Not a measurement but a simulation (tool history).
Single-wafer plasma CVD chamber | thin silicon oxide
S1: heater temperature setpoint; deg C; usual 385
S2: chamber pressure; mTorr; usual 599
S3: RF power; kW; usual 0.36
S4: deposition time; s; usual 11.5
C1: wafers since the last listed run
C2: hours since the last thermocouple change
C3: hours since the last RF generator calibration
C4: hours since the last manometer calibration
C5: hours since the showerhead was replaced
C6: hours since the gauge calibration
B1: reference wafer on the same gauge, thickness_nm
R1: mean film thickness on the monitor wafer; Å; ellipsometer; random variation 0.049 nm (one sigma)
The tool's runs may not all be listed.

Run 1, hour 0: usual settings; C1 0; C2 1447.8; C3 1370.9; C4 1360; C5 4989.2; C6 72.8; B1 18.916. Result: R1 205.52 Å.
Run 2, hour 12.6: usual settings but S2 495 mTorr, S3 0.4 kW; C1 616; C2 1460.4; C3 1383.5; C4 1372.6; C5 5001.8; C6 85.4; B1 18.923. Result: R1 176.11 Å.
Run 3, hour 24.2: usual settings but S2 495 mTorr, S3 0.4 kW; C1 567; C2 1472; C3 1395.1; C4 1384.2; C5 5013.4; C6 97; B1 18.872. Result: R1 177.26 Å.
Run 4, hour 41.7: usual settings but S2 495 mTorr, S3 0.4 kW; C1 856; C2 1489.5; C3 1412.6; C4 1401.7; C5 5030.9; C6 114.5; B1 18.905. Result: R1 177.79 Å.
Run 5, hour 59.7: usual settings; C1 880; C2 1507.5; C3 1430.6; C4 1419.7; C5 5048.9; C6 132.5; B1 18.92. Result: R1 205.52 Å.
Run 6, hour 68.2: usual settings; C1 415; C2 1516; C3 1439.1; C4 1428.2; C5 5057.4; C6 141; B1 18.886. Result: R1 206.83 Å.
Run 7, hour 74.4: usual settings; C1 303; C2 1522.2; C3 1445.3; C4 1434.4; C5 5063.6; C6 147.2; B1 18.9. Result: R1 206.18 Å.
Run 8, hour 88.7: usual settings but S2 515 mTorr; C1 699; C2 1536.5; C3 1459.6; C4 1448.7; C5 5077.9; C6 161.5; B1 18.909. Result: R1 178.21 Å.
Run 9, hour 101.9: usual settings; C1 645; C2 1549.7; C3 1472.8; C4 1461.9; C5 5091.1; C6 174.7; B1 18.909. Result: R1 207.53 Å.
At hour 111.5: capacitance manometer re-zeroed and calibrated.
Run 10, hour 112: usual settings; C1 102; C2 1559.8; C3 1482.9; C4 0.5; C5 5101.2; C6 184.8; B1 18.889. Result: R1 189.34 Å.
At hour 127.9: RF generator calibrated.
Run 11, hour 128.4: usual settings but S1 390 deg C; C1 410; C2 1576.2; C3 0.5; C4 16.9; C5 5117.6; C6 201.2; B1 18.883. Result: R1 189.06 Å.
Run 12, hour 131.9: usual settings but S1 379 deg C, S2 691 mTorr, S4 13.3 s; C1 171; C2 1579.7; C3 4; C4 20.4; C5 5121.1; C6 204.7; B1 18.906. Result: R1 253.2 Å.
Run 13, hour 146.5: usual settings; C1 714; C2 1594.3; C3 18.6; C4 35; C5 5135.7; C6 219.3; B1 18.907. Result: R1 189.56 Å.
At hour 156.1: thermocouple changed; heater temperature recalibrated.
Run 14, hour 160.3: usual settings but S1 399 deg C, S3 0.34 kW, S4 9.6 s; C1 283; C2 4.2; C3 32.4; C4 48.8; C5 5149.5; C6 233.1; B1 18.906. Result: R1 152.52 Å.
At hour 164.3: gauge calibrated.
Run 15, hour 166.7: usual settings but S1 400 deg C, S2 710 mTorr, S3 0.41 kW, S4 10.3 s; C1 313; C2 10.6; C3 38.8; C4 55.2; C5 5155.9; C6 2.4; B1 18.898. Result: R1 208.35 Å.
Run 16, hour 174.6: usual settings; C1 386; C2 18.5; C3 46.7; C4 63.1; C5 5163.8; C6 10.3; B1 18.91. Result: R1 189.67 Å.
At hour 188.4: showerhead replaced.
Run 17, hour 191.5: usual settings but S4 13.3 s; C1 435; C2 35.4; C3 63.6; C4 80; C5 3.1; C6 27.2; B1 18.882. Result: R1 218.92 Å.
Run 18, hour 208.8: usual settings but S1 397 deg C, S3 0.325 kW; C1 846; C2 52.7; C3 80.9; C4 97.3; C5 20.4; C6 44.5; B1 18.91. Result: R1 180.14 Å.
Run 19, hour 215: usual settings but S1 391 deg C, S2 739 mTorr, S3 0.29 kW, S4 9.6 s; C1 303; C2 58.9; C3 87.1; C4 103.5; C5 26.6; C6 50.7; B1 18.906. Result: R1 176.85 Å.

The next listed run, before its measurement:
Run 20, hour 226.7: usual settings; C1 572; C2 70.6; C3 98.8; C4 115.2; C5 38.3; C6 62.4; B1 ?. Result: R1 ?.

Run 20 gave B1 18.91, R1 189.03 Å.
Without the tool's hidden state the same run would have given R1 190.04 Å.
